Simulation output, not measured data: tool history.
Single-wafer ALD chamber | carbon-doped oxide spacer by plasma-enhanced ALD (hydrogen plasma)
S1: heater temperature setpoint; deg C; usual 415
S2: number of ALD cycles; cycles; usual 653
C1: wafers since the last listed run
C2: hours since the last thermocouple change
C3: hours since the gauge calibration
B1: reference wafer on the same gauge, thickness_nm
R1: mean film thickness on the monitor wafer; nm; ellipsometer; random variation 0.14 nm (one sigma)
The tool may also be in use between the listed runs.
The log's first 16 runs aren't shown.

run 17 hour=1668.7 | S1=410 S2=763 | C1=52 C2=2500.5 C3=3097.5 | B1=32.096 | R1=40.436
run 18 hour=1738.2 | S1=409 S2=701 | C1=52 C2=2570.0 C3=3167.0 | B1=32.028 | R1=37.406
-- hour=1770.2 gauge calibrated
-- hour=1909.8 thermocouple changed; heater temperature recalibrated
run 19 hour=2017.1 | S1=420 S2=653 | C1=203 C2=107.3 C3=246.9 | B1=32.078 | R1=33.335
run 20 hour=2071.3 | S1=415 S2=653 | C1=40 C2=161.5 C3=301.1 | B1=32.081 | R1=34.101
run 21 hour=2156.9 | S1=426 S2=755 | C1=64 C2=247.1 C3=386.7 | B1=32.133 | R1=37.431
run 22 hour=2217.1 | S1=408 S2=722 | C1=45 C2=307.3 C3=446.9 | B1=32.099 | R1=38.460
run 23 hour=2319.2 | S1=426 S2=720 | C1=76 C2=409.4 C3=549.0 | B1=32.105 | R1=36.133
run 24 hour=2583.8 | S1=410 S2=733 | C1=199 C2=674.0 C3=813.6 | B1=32.069 | R1=38.724
run 25 hour=2775.6 | S1=430 S2=653 | C1=144 C2=865.8 C3=1005.4 | B1=32.137 | R1=32.149
run 26 hour=2976.9 | S1=415 S2=702 | C1=151 C2=1067.1 C3=1206.7 | B1=32.117 | R1=36.734
run 27 hour=3082.4 | S1=415 S2=653 | C1=79 C2=1172.6 C3=1312.2 | B1=32.136 | R1=34.035
run 28 hour=3186.8 | S1=415 S2=739 | C1=78 C2=1277.0 C3=1416.6 | B1=32.127 | R1=38.508
run 29 hour=3260.8 | S1=429 S2=535 | C1=55 C2=1351.0 C3=1490.6 | B1=32.120 | R1=26.538
run 30 hour=3352.9 | S1=422 S2=653 | C1=69 C2=1443.1 C3=1582.7 | B1=32.147 | R1=33.428
run 31 hour=3389.1 | S1=421 S2=745 | C1=27 C2=1479.3 C3=1618.9 | B1=32.078 | R1=37.926

4 ways to go on from here, each from the tool as it stands after run 31. What would each give?
run A hour=3390.5 | S1=415 S2=653 | C1=1 C2=1480.7 C3=1620.3 | B1=? | R1=?
run B hour=3390.5 | S1=415 S2=562 | C1=1 C2=1480.7 C3=1620.3 | B1=? | R1=?
run C hour=3390.5 | S1=415 S2=776 | C1=1 C2=1480.7 C3=1620.3 | B1=? | R1=?
run D hour=3390.5 | S1=415 S2=552 | C1=1 C2=1480.7 C3=1620.3 | B1=? | R1=?

run=A B1=32.070 R1=34.145
run=B B1=32.070 R1=29.387
run=C B1=32.070 R1=40.577
run=D B1=32.070 R1=28.864
Without the tool's hidden state the same runs would have given:
run=A R1=34.145
run=B R1=29.387
run=C R1=40.577
run=D R1=28.864
